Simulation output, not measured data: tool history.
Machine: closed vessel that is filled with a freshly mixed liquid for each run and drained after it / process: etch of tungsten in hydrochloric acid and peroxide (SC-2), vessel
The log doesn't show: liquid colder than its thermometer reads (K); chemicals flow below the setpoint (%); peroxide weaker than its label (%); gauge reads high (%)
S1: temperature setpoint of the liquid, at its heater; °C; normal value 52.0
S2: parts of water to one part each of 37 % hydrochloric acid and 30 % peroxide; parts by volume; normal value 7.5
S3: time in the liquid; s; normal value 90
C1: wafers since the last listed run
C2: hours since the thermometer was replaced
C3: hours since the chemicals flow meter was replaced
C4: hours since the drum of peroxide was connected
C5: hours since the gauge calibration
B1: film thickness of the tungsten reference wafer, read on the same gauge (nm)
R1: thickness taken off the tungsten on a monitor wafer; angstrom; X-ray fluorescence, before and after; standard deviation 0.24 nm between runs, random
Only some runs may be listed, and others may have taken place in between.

run 1 hour=0.0 | S1=52.0 S2=9.5 S3=75 | C1=0 C2=226.4 C3=816.1 C4=20.5 C5=1164.9 | B1=59.99 | R1=228.4
run 2 hour=51.1 | S1=52.0 S2=9.5 S3=75 | C1=5992 C2=277.5 C3=867.2 C4=71.6 C5=1216.0 | B1=60.01 | R1=234.0
run 3 hour=107.2 | S1=52.0 S2=7.5 S3=90 | C1=6578 C2=333.6 C3=923.3 C4=127.7 C5=1272.1 | B1=59.99 | R1=336.6
run 4 hour=162.3 | S1=52.0 S2=7.5 S3=90 | C1=6461 C2=388.7 C3=978.4 C4=182.8 C5=1327.2 | B1=59.99 | R1=337.3
run 5 hour=227.4 | S1=52.0 S2=7.5 S3=90 | C1=7634 C2=453.8 C3=1043.5 C4=247.9 C5=1392.3 | B1=59.98 | R1=338.3
run 6 hour=288.0 | S1=52.0 S2=7.5 S3=90 | C1=7106 C2=514.4 C3=1104.1 C4=308.5 C5=1452.9 | B1=59.99 | R1=335.1
-- hour=306.3 new drum of peroxide connected
run 7 hour=338.9 | S1=52.0 S2=7.5 S3=90 | C1=5851 C2=565.3 C3=1155.0 C4=32.6 C5=1503.8 | B1=60.00 | R1=332.6
run 8 hour=390.5 | S1=52.0 S2=7.5 S3=90 | C1=6051 C2=616.9 C3=1206.6 C4=84.2 C5=1555.4 | B1=60.03 | R1=338.1
run 9 hour=455.0 | S1=58.0 S2=7.5 S3=90 | C1=7563 C2=681.4 C3=1271.1 C4=148.7 C5=1619.9 | B1=60.01 | R1=489.3
-- hour=460.3 thermometer replaced
run 10 hour=519.8 | S1=58.0 S2=7.5 S3=90 | C1=7481 C2=59.5 C3=1335.9 C4=213.5 C5=1684.7 | B1=59.99 | R1=495.4
run 11 hour=553.9 | S1=58.0 S2=7.5 S3=90 | C1=3998 C2=93.6 C3=1370.0 C4=247.6 C5=1718.8 | B1=60.01 | R1=496.2
run 12 hour=598.6 | S1=45.5 S2=7.5 S3=90 | C1=5241 C2=138.3 C3=1414.7 C4=292.3 C5=1763.5 | B1=59.99 | R1=216.3
run 13 hour=633.1 | S1=45.5 S2=7.5 S3=90 | C1=4045 C2=172.8 C3=1449.2 C4=326.8 C5=1798.0 | B1=59.99 | R1=218.7
-- hour=645.7 new drum of peroxide connected
run 14 hour=687.0 | S1=45.5 S2=7.5 S3=90 | C1=6203 C2=226.7 C3=1503.1 C4=41.3 C5=1851.9 | B1=60.00 | R1=219.5
-- hour=691.3 gauge calibrated
run 15 hour=750.3 | S1=44.5 S2=11.0 S3=145 | C1=7423 C2=290.0 C3=1566.4 C4=104.6 C5=59.0 | B1=59.99 | R1=235.0
run 16 hour=780.9 | S1=42.5 S2=7.5 S3=120 | C1=3588 C2=320.6 C3=1597.0 C4=135.2 C5=89.6 | B1=60.00 | R1=236.2
run 17 hour=822.7 | S1=52.0 S2=7.5 S3=110 | C1=4901 C2=362.4 C3=1638.8 C4=177.0 C5=131.4 | B1=60.01 | R1=407.5
run 18 hour=848.6 | S1=52.0 S2=7.5 S3=90 | C1=3037 C2=388.3 C3=1664.7 C4=202.9 C5=157.3 | B1=59.99 | R1=337.2
run 19 hour=883.3 | S1=52.0 S2=7.5 S3=90 | C1=4069 C2=423.0 C3=1699.4 C4=237.6 C5=192.0 | B1=60.01 | R1=337.4
-- hour=899.8 chemicals flow meter replaced
run 20 hour=914.1 | S1=55.5 S2=10.5 S3=50 | C1=3494 C2=453.8 C3=14.3 C4=268.4 C5=222.8 | B1=59.98 | R1=177.8
-- hour=942.2 new drum of peroxide connected
run 21 hour=944.5 | S1=58.0 S2=9.0 S3=40 | C1=3447 C2=484.2 C3=44.7 C4=2.3 C5=253.2 | B1=60.00 | R1=187.8
run 22 hour=1006.1 | S1=49.0 S2=7.5 S3=90 | C1=7223 C2=545.8 C3=106.3 C4=63.9 C5=314.8 | B1=60.00 | R1=277.4
-- hour=1061.5 thermometer replaced
run 23 hour=1062.0 | S1=58.5 S2=4.5 S3=145 | C1=6437 C2=0.5 C3=162.2 C4=119.8 C5=370.7 | B1=59.99 | R1=1196.5
run 24 hour=1160.0 | S1=46.5 S2=4.5 S3=90 | C1=11492 C2=98.5 C3=260.2 C4=217.8 C5=468.7 | B1=60.00 | R1=337.3
run 25 hour=1190.8 | S1=52.0 S2=7.5 S3=90 | C1=3611 C2=129.3 C3=291.0 C4=248.6 C5=499.5 | B1=60.02 | R1=332.9
-- hour=1261.7 new drum of peroxide connected
run 26 hour=1262.2 | S1=52.0 S2=7.5 S3=90 | C1=8255 C2=200.7 C3=362.4 C4=0.5 C5=570.9 | B1=59.99 | R1=338.0
run 27 hour=1312.2 | S1=52.0 S2=7.5 S3=120 | C1=5863 C2=250.7 C3=412.4 C4=50.5 C5=620.9 | B1=59.97 | R1=444.4
run 28 hour=1343.8 | S1=52.0 S2=7.5 S3=120 | C1=3705 C2=282.3 C3=444.0 C4=82.1 C5=652.5 | B1=60.00 | R1=443.3
run 29 hour=1408.8 | S1=46.5 S2=7.5 S3=35 | C1=7622 C2=347.3 C3=509.0 C4=147.1 C5=717.5 | B1=60.01 | R1=90.8

Branching from run 29: 5 alternative next runs. What would each branch give?
run A hour=1409.5 | S1=52.0 S2=7.5 S3=90 | C1=82 C2=348.0 C3=509.7 C4=147.8 C5=718.2 | B1=? | R1=?
run B hour=1409.5 | S1=52.0 S2=7.5 S3=45 | C1=82 C2=348.0 C3=509.7 C4=147.8 C5=718.2 | B1=? | R1=?
run C hour=1409.5 | S1=48.0 S2=7.5 S3=90 | C1=82 C2=348.0 C3=509.7 C4=147.8 C5=718.2 | B1=? | R1=?
run D hour=1409.5 | S1=42.5 S2=10.0 S3=115 | C1=82 C2=348.0 C3=509.7 C4=147.8 C5=718.2 | B1=? | R1=?
run E hour=1409.5 | S1=52.0 S2=7.5 S3=55 | C1=82 C2=348.0 C3=509.7 C4=147.8 C5=718.2 | B1=? | R1=?

run=A B1=59.99 R1=333.9
run=B B1=59.99 R1=166.9
run=C B1=59.99 R1=255.7
run=D B1=59.99 R1=177.3
run=E B1=59.99 R1=204.0
Stripped of hidden state, with their random variation kept, the same runs would have yielded:
run=A R1=333.9
run=B R1=166.9
run=C R1=255.7
run=D R1=177.3
run=E R1=204.0
